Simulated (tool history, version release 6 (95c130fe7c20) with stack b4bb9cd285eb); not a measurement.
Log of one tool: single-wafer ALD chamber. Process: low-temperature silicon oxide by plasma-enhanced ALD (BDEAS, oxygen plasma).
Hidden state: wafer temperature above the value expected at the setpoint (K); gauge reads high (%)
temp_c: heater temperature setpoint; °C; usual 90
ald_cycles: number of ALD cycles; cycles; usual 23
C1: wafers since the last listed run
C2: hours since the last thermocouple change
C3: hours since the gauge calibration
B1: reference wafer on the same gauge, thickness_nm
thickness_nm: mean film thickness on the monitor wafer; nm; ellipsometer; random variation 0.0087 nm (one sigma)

run 1 hour=0.0 | temp_c=90 ald_cycles=23 | C1=0 C2=1987.5 C3=272.4 | B1=2.848 | thickness_nm=3.566
run 2 hour=8.3 | temp_c=81 ald_cycles=23 | C1=116 C2=1995.8 C3=280.7 | B1=2.848 | thickness_nm=3.668
run 3 hour=27.2 | temp_c=99 ald_cycles=25 | C1=264 C2=2014.7 C3=299.6 | B1=2.852 | thickness_nm=3.741
run 4 hour=41.0 | temp_c=99 ald_cycles=25 | C1=193 C2=2028.5 C3=313.4 | B1=2.851 | thickness_nm=3.739
run 5 hour=53.7 | temp_c=90 ald_cycles=23 | C1=177 C2=2041.2 C3=326.1 | B1=2.850 | thickness_nm=3.557
run 6 hour=60.4 | temp_c=90 ald_cycles=23 | C1=93 C2=2047.9 C3=332.8 | B1=2.854 | thickness_nm=3.561
run 7 hour=78.2 | temp_c=90 ald_cycles=23 | C1=249 C2=2065.7 C3=350.6 | B1=2.852 | thickness_nm=3.585
run 8 hour=122.1 | temp_c=90 ald_cycles=22 | C1=615 C2=2109.6 C3=394.5 | B1=2.856 | thickness_nm=3.411
run 9 hour=130.1 | temp_c=90 ald_cycles=22 | C1=112 C2=2117.6 C3=402.5 | B1=2.856 | thickness_nm=3.400
run 10 hour=141.6 | temp_c=90 ald_cycles=22 | C1=161 C2=2129.1 C3=414.0 | B1=2.855 | thickness_nm=3.414
run 11 hour=151.7 | temp_c=98 ald_cycles=23 | C1=141 C2=2139.2 C3=424.1 | B1=2.855 | thickness_nm=3.446
run 12 hour=169.3 | temp_c=90 ald_cycles=24 | C1=246 C2=2156.8 C3=441.7 | B1=2.856 | thickness_nm=3.732
run 13 hour=179.6 | temp_c=90 ald_cycles=24 | C1=144 C2=2167.1 C3=452.0 | B1=2.857 | thickness_nm=3.728
run 14 hour=189.9 | temp_c=90 ald_cycles=21 | C1=144 C2=2177.4 C3=462.3 | B1=2.857 | thickness_nm=3.256
run 15 hour=198.6 | temp_c=90 ald_cycles=23 | C1=121 C2=2186.1 C3=471.0 | B1=2.856 | thickness_nm=3.582
run 16 hour=216.0 | temp_c=90 ald_cycles=23 | C1=243 C2=2203.5 C3=488.4 | B1=2.859 | thickness_nm=3.567
run 17 hour=231.7 | temp_c=90 ald_cycles=23 | C1=220 C2=2219.2 C3=504.1 | B1=2.857 | thickness_nm=3.571
-- hour=265.1 gauge calibrated
run 18 hour=275.8 | temp_c=90 ald_cycles=23 | C1=617 C2=2263.3 C3=10.7 | B1=2.789 | thickness_nm=3.493
run 19 hour=283.8 | temp_c=87 ald_cycles=23 | C1=112 C2=2271.3 C3=18.7 | B1=2.794 | thickness_nm=3.525
run 20 hour=290.9 | temp_c=87 ald_cycles=23 | C1=99 C2=2278.4 C3=25.8 | B1=2.794 | thickness_nm=3.537
run 21 hour=302.2 | temp_c=87 ald_cycles=23 | C1=158 C2=2289.7 C3=37.1 | B1=2.800 | thickness_nm=3.521
run 22 hour=312.7 | temp_c=90 ald_cycles=27 | C1=147 C2=2300.2 C3=47.6 | B1=2.800 | thickness_nm=4.108
run 23 hour=321.4 | temp_c=87 ald_cycles=23 | C1=121 C2=2308.9 C3=56.3 | B1=2.803 | thickness_nm=3.541
run 24 hour=327.7 | temp_c=83 ald_cycles=23 | C1=88 C2=2315.2 C3=62.6 | B1=2.805 | thickness_nm=3.592
run 25 hour=344.2 | temp_c=104 ald_cycles=24 | C1=231 C2=2331.7 C3=79.1 | B1=2.808 | thickness_nm=3.496
run 26 hour=378.9 | temp_c=77 ald_cycles=27 | C1=486 C2=2366.4 C3=113.8 | B1=2.817 | thickness_nm=4.322
run 27 hour=391.8 | temp_c=101 ald_cycles=22 | C1=180 C2=2379.3 C3=126.7 | B1=2.815 | thickness_nm=3.238
-- hour=413.7 thermocouple changed; heater temperature recalibrated
run 28 hour=414.2 | temp_c=81 ald_cycles=24 | C1=201 C2=0.5 C3=149.1 | B1=2.821 | thickness_nm=3.793
run 29 hour=420.0 | temp_c=82 ald_cycles=26 | C1=81 C2=6.3 C3=154.9 | B1=2.821 | thickness_nm=4.111
run 30 hour=431.3 | temp_c=98 ald_cycles=26 | C1=158 C2=17.6 C3=166.2 | B1=2.823 | thickness_nm=3.848
run 31 hour=441.4 | temp_c=75 ald_cycles=20 | C1=141 C2=27.7 C3=176.3 | B1=2.825 | thickness_nm=3.237
run 32 hour=448.2 | temp_c=99 ald_cycles=27 | C1=95 C2=34.5 C3=183.1 | B1=2.826 | thickness_nm=4.001
run 33 hour=464.0 | temp_c=90 ald_cycles=23 | C1=221 C2=50.3 C3=198.9 | B1=2.826 | thickness_nm=3.520
run 34 hour=515.8 | temp_c=90 ald_cycles=23 | C1=725 C2=102.1 C3=250.7 | B1=2.833 | thickness_nm=3.535
run 35 hour=529.6 | temp_c=90 ald_cycles=23 | C1=193 C2=115.9 C3=264.5 | B1=2.832 | thickness_nm=3.541
run 36 hour=540.5 | temp_c=90 ald_cycles=19 | C1=152 C2=126.8 C3=275.4 | B1=2.834 | thickness_nm=2.926
run 37 hour=556.7 | temp_c=99 ald_cycles=23 | C1=227 C2=143.0 C3=291.6 | B1=2.833 | thickness_nm=3.427
run 38 hour=567.0 | temp_c=90 ald_cycles=23 | C1=144 C2=153.3 C3=301.9 | B1=2.835 | thickness_nm=3.546
run 39 hour=584.5 | temp_c=103 ald_cycles=23 | C1=245 C2=170.8 C3=319.4 | B1=2.835 | thickness_nm=3.393
run 40 hour=593.5 | temp_c=79 ald_cycles=25 | C1=126 C2=179.8 C3=328.4 | B1=2.835 | thickness_nm=3.993
run 41 hour=604.6 | temp_c=90 ald_cycles=23 | C1=155 C2=190.9 C3=339.5 | B1=2.837 | thickness_nm=3.555
run 42 hour=614.0 | temp_c=97 ald_cycles=28 | C1=131 C2=200.3 C3=348.9 | B1=2.838 | thickness_nm=4.202
run 43 hour=629.1 | temp_c=90 ald_cycles=23 | C1=211 C2=215.4 C3=364.0 | B1=2.837 | thickness_nm=3.549

Forecast each of these 3 alternatives for the next run:
run A hour=629.5 | temp_c=90 ald_cycles=23 | C1=5 C2=215.8 C3=364.4 | B1=? | thickness_nm=?
run B hour=629.5 | temp_c=96 ald_cycles=25 | C1=5 C2=215.8 C3=364.4 | B1=? | thickness_nm=?
run C hour=629.5 | temp_c=76 ald_cycles=19 | C1=5 C2=215.8 C3=364.4 | B1=? | thickness_nm=?

run=A B1=2.838 thickness_nm=3.545
run=B B1=2.838 thickness_nm=3.768
run=C B1=2.838 thickness_nm=3.080
Without the tool's hidden state the same runs would have given:
run=A thickness_nm=3.486
run=B thickness_nm=3.705
run=C thickness_nm=3.028
